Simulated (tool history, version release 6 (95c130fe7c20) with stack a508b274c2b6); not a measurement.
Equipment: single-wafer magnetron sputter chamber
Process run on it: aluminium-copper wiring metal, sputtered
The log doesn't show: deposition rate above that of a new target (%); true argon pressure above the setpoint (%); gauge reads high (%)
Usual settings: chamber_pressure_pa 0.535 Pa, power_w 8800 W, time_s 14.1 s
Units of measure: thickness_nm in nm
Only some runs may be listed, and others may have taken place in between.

run   hour  chamber_pressure_pa  power_w  time_s  wafers since the last listed run  wafers on the sputter target  hours since the last manometer calibration  hours since the magnet pack was replaced  hours since the gauge calibration  read-back reference wafer on the same gauge, thickness_nm  thickness_nm
  1      0                0.535     8800    14.1                                 0                          8860                                        1000                                    9647.6                              835.9                                                    246.096       193.997
      21.4  -- sputter target and shields replaced
  2   65.3                0.535     8800    14.1                              2563                          1964                                      1065.3                                    9712.9                              901.2                                                    246.174       200.352
  3  100.8                0.535     8800    14.1                              1588                          3552                                      1100.8                                    9748.4                              936.7                                                    245.864       198.963
  4  133.6                0.535     8800    14.1                              1467                          5020                                      1133.6                                    9781.2                              969.5                                                    245.838       199.131
  5  156.5                0.535     8800    14.1                              1024                          6044                                      1156.5                                    9804.1                              992.4                                                    246.007       197.294
  6  169.6                0.535     8800    14.1                               586                          6631                                      1169.6                                    9817.2                             1005.5                                                     245.98       197.029
  7  201.8                0.535     8800    14.1                              1440                          8071                                      1201.8                                    9849.4                             1037.7                                                    245.801       195.323
  8  226.7                0.535     8800    14.1                              1114                          9185                                      1226.7                                    9874.3                             1062.6                                                    245.811       193.516
     246.8  -- sputter target and shields replaced
  9  262.2                0.535     9400    14.1                              1230                           688                                      1262.2                                    9909.8                             1098.1                                                    246.425       208.215
 10  291.9                0.535     9400    14.1                              1328                          2016                                      1291.9                                    9939.5                             1127.8                                                    245.945       208.726
 11  320.6                0.535     8800    14.1                              1284                          3300                                      1320.6                                    9968.2                             1156.5                                                     246.34       200.568
 12  343.1                0.535     8800    14.1                              1006                          4307                                      1343.1                                    9990.7                               1179                                                    245.995       198.564
 13  362.9                0.535     8800    14.1                               885                          5193                                      1362.9                                   10010.5                             1198.8                                                    246.143       197.581
 14  385.9                0.421     7950    12.1                              1029                          6222                                      1385.9                                   10033.5                             1221.8                                                    246.041       172.753
 15  402.8                0.595     9800    11.9                               756                          6978                                      1402.8                                   10050.4                             1238.7                                                    246.275       169.634
 16    434                0.535     8800    14.1                              1395                          8374                                        1434                                   10081.6                             1269.9                                                    245.693       194.887
 17  446.4                0.535     8800    14.1                               554                          8929                                      1446.4                                     10094                             1282.3                                                    245.585       194.399
     458.7  -- sputter target and shields replaced
 18  477.8                0.535    10850    16.3                              1046                           854                                      1477.8                                   10125.4                             1313.7                                                    246.097       261.252
 19  492.7                0.535     7600    16.9                               666                          1520                                      1492.7                                   10140.3                             1328.6                                                    245.993       221.936
     512.1  -- magnet pack replaced
 20  512.6                0.535     8800    14.1                               532                          2053                                      1512.6                                       0.5                             1348.5                                                    245.963       198.174
 21  536.5                0.679     7200    14.1                              1069                          3122                                      1536.5                                      24.4                             1372.4                                                    246.501       162.993
 22    563                0.642     7600    14.1                              1185                          4308                                        1563                                      50.9                             1398.9                                                    245.889       171.271
 23  575.2                0.535     7400      12                               545                          4854                                      1575.2                                      63.1                             1411.1                                                    245.985       154.018
 24  592.6                0.535     7700    16.2                               778                          5632                                      1592.6                                      80.5                             1428.5                                                    246.359       211.164
       601  -- gauge calibrated
     621.8  -- capacitance manometer re-zeroed and calibrated
 25  622.3                0.535     8800    15.4                               970                          6603                                         0.5                                     110.2                               21.3                                                    246.205       222.888
 26  650.3                0.397     6900    14.1                              1252                          7856                                        28.5                                     138.2                               49.3                                                    246.052       191.378
     677.5  -- sputter target and shields replaced
 27  682.3                0.535     9650    12.1                              1073                           213                                        60.5                                     170.2                               81.3                                                    246.536       183.799
 28  706.7                0.439     7450    16.2                              1091                          1305                                        84.9                                     194.6                              105.7                                                    245.484       225.901
 29  719.8                0.535     8800    16.4                               586                          1891                                          98                                     207.7                              118.8                                                    245.823       238.089
 30  740.7                0.535    10900    14.1                               935                          2826                                       118.9                                     228.6                              139.7                                                    246.159       230.426
 31  764.9                0.429    10800    12.9                              1082                          3909                                       143.1                                     252.8                              163.9                                                    245.972        223.24
 32  796.5                0.535     9650    11.6                              1413                          5323                                       174.7                                     284.4                              195.5                                                    246.079       175.548
 33  818.4                0.535    10050    12.8                               979                          6303                                       196.6                                     306.3                              217.4                                                    245.408           196
 34  838.6                0.535     8800      13                               903                          7206                                       216.8                                     326.5                              237.6                                                    246.131       182.731

Hidden condition of the tool, last listed run before each entry between runs versus first listed run after:
After run 1, before run 2: sputter target and shields replaced (hour 21.4)
  deposition rate above that of a new target (%): -3.25 -> -0.359; true argon pressure above the setpoint (%): 11.5 -> 11.8
  the result without the hidden state subtracted from the measured one, thickness_nm: -13.447 -> -7.863 nm
After run 8, before run 9: sputter target and shields replaced (hour 246.8)
  deposition rate above that of a new target (%): -3.29 -> -0.135; true argon pressure above the setpoint (%): 12.4 -> 12.6
  the result without the hidden state subtracted from the measured one, thickness_nm: -14.07 -> -8.158 nm
After run 17, before run 18: sputter target and shields replaced (hour 458.7)
  deposition rate above that of a new target (%): -3.02 -> -0.0506
  the result without the hidden state subtracted from the measured one, thickness_nm: -13.934 -> -10.466 nm
After run 19, before run 20: magnet pack replaced (hour 512.1)
  deposition rate above that of a new target (%): -0.108 -> -0.236
  the result without the hidden state subtracted from the measured one, thickness_nm: -9.046 -> -8.367 nm
After run 24, before run 25: gauge calibrated (hour 601); capacitance manometer re-zeroed and calibrated (hour 621.8)
  deposition rate above that of a new target (%): -1.33 -> -1.97; true argon pressure above the setpoint (%): 13.4 -> 1.29
  the result without the hidden state subtracted from the measured one, thickness_nm: -11.46 -> -5.364 nm
After run 26, before run 27: sputter target and shields replaced (hour 677.5)
  deposition rate above that of a new target (%): -2.7 -> -0.908; true argon pressure above the setpoint (%): 2.02 -> 2.8
  the result without the hidden state subtracted from the measured one, thickness_nm: -6.182 -> -3.236 nm

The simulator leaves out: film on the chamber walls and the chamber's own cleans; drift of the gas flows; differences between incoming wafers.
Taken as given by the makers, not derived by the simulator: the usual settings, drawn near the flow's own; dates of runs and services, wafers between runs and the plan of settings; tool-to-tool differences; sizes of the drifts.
